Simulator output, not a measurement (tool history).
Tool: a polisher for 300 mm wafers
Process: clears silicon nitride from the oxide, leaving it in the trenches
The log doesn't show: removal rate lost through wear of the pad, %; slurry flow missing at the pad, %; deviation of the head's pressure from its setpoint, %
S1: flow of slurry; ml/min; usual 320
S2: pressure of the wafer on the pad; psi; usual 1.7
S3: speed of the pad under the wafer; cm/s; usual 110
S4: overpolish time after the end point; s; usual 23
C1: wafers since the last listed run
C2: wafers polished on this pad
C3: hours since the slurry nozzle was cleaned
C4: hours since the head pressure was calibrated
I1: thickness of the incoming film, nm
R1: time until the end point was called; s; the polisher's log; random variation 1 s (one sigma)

Run 1, day 0.000: usual settings; C1 0; C2 73; C3 548.1; C4 668.3; I1 50.0. Result: R1 117.8 s.
Run 2, day 0.400: usual settings; C1 52; C2 125; C3 557.7; C4 677.9; I1 49.7. Result: R1 117.6 s.
Run 3, day 0.946: usual settings but S4 29 s; C1 70; C2 196; C3 570.8; C4 691.0; I1 51.0. Result: R1 119.4 s.
Run 4, day 1.442: usual settings but S4 29 s; C1 64; C2 260; C3 582.7; C4 702.9; I1 50.4. Result: R1 120.8 s.
Run 5, day 2.121: usual settings but S4 29 s; C1 88; C2 348; C3 599.0; C4 719.2; I1 49.4. Result: R1 119.0 s.
Run 6, day 2.725: usual settings but S2 1.3 psi; C1 78; C2 427; C3 613.5; C4 733.7; I1 49.7. Result: R1 158.3 s.
Run 7, day 3.312: usual settings but S2 1.3 psi; C1 76; C2 503; C3 627.6; C4 747.8; I1 50.3. Result: R1 160.1 s.
Run 8, day 3.812: usual settings but S2 1.3 psi; C1 65; C2 568; C3 639.6; C4 759.8; I1 50.5. Result: R1 161.0 s.
Run 9, day 4.142: usual settings; C1 42; C2 611; C3 647.5; C4 767.7; I1 49.4. Result: R1 122.2 s.
Run 10, day 4.854: usual settings but S1 255 ml/min, S3 118 cm/s; C1 92; C2 704; C3 664.6; C4 784.8; I1 49.6. Result: R1 120.1 s.
Run 11, day 5.475: usual settings; C1 80; C2 785; C3 679.5; C4 799.7; I1 50.3. Result: R1 126.3 s.
At day 5.742: slurry nozzle cleaned.
Run 12, day 6.117: usual settings; C1 78; C2 863; C3 9.0; C4 815.1; I1 50.7. Result: R1 117.6 s.
Run 13, day 6.608: usual settings; C1 63; C2 926; C3 20.8; C4 826.9; I1 50.2. Result: R1 117.7 s.
At day 7.050: head pressure recalibrated.
Run 14, day 7.121: usual settings but S4 29 s; C1 55; C2 982; C3 33.1; C4 1.7; I1 49.4. Result: R1 116.5 s.
Run 15, day 7.429: usual settings but S1 370 ml/min, S2 1.2 psi, S3 124 cm/s, S4 30 s; C1 40; C2 1022; C3 40.5; C4 9.1; I1 49.3. Result: R1 143.2 s.
Run 16, day 7.683: usual settings but S3 80 cm/s; C1 33; C2 1055; C3 46.6; C4 15.2; I1 50.0. Result: R1 159.3 s.
At day 8.338: worn pad replaced by a new one.
Run 17, day 8.900: usual settings but S1 280 ml/min, S2 1.4 psi, S3 134 cm/s; C1 136; C2 72; C3 75.8; C4 44.4; I1 50.2. Result: R1 116.4 s.
Run 18, day 9.529: usual settings but S1 280 ml/min, S2 1.4 psi, S3 134 cm/s; C1 81; C2 154; C3 90.9; C4 59.5; I1 50.5. Result: R1 117.7 s.
Run 19, day 9.883: usual settings but S2 2.2 psi; C1 46; C2 200; C3 99.4; C4 68.0; I1 49.7. Result: R1 87.1 s.
Run 20, day 11.179: usual settings but S4 35 s; C1 168; C2 369; C3 130.5; C4 99.1; I1 49.7. Result: R1 114.1 s.
Run 21, day 11.596: usual settings but S2 1.4 psi, S3 78 cm/s, S4 28 s; C1 54; C2 423; C3 140.5; C4 109.1; I1 49.7. Result: R1 189.2 s.
Run 22, day 11.867: usual settings but S1 425 ml/min; C1 35; C2 458; C3 147.0; C4 115.6; I1 50.5. Result: R1 113.1 s.
Run 23, day 12.571: usual settings but S2 1.9 psi, S4 32 s; C1 91; C2 550; C3 163.9; C4 132.5; I1 50.4. Result: R1 105.4 s.
Run 24, day 13.179: usual settings; C1 79; C2 629; C3 178.5; C4 147.1; I1 49.6. Result: R1 115.5 s.
Run 25, day 13.542: usual settings but S1 225 ml/min, S2 1.1 psi; C1 47; C2 676; C3 187.2; C4 155.8; I1 49.5. Result: R1 187.6 s.
Run 26, day 14.279: usual settings but S1 240 ml/min, S4 13 s; C1 95; C2 772; C3 204.9; C4 173.5; I1 49.8. Result: R1 122.8 s.

Hidden state or all else? Some run-to-run changes of R1, split into what the settings, what came in and random variation would give without the hidden state, and what is left for the hidden state (with any gauge scatter that isn't in both results):
Run 11 -> 12: slurry nozzle cleaned. R1 -8.7 s: hidden state -8.4, all else -0.3.
Run 16 -> 17: S1 320 -> 280, S2 1.7 -> 1.4, S3 80 -> 134, worn pad replaced by a new one. R1 -42.9 s: hidden state -7.6, all else -35.3.
Run 20 -> 21: S2 1.7 -> 1.4, S3 110 -> 78, S4 35 -> 28. R1 +75.1 s: hidden state +3.6, all else +71.5.
Run 21 -> 22: S1 320 -> 425, S2 1.4 -> 1.7, S3 78 -> 110, S4 28 -> 23. R1 -76.1 s: hidden state -3.3, all else -72.8.
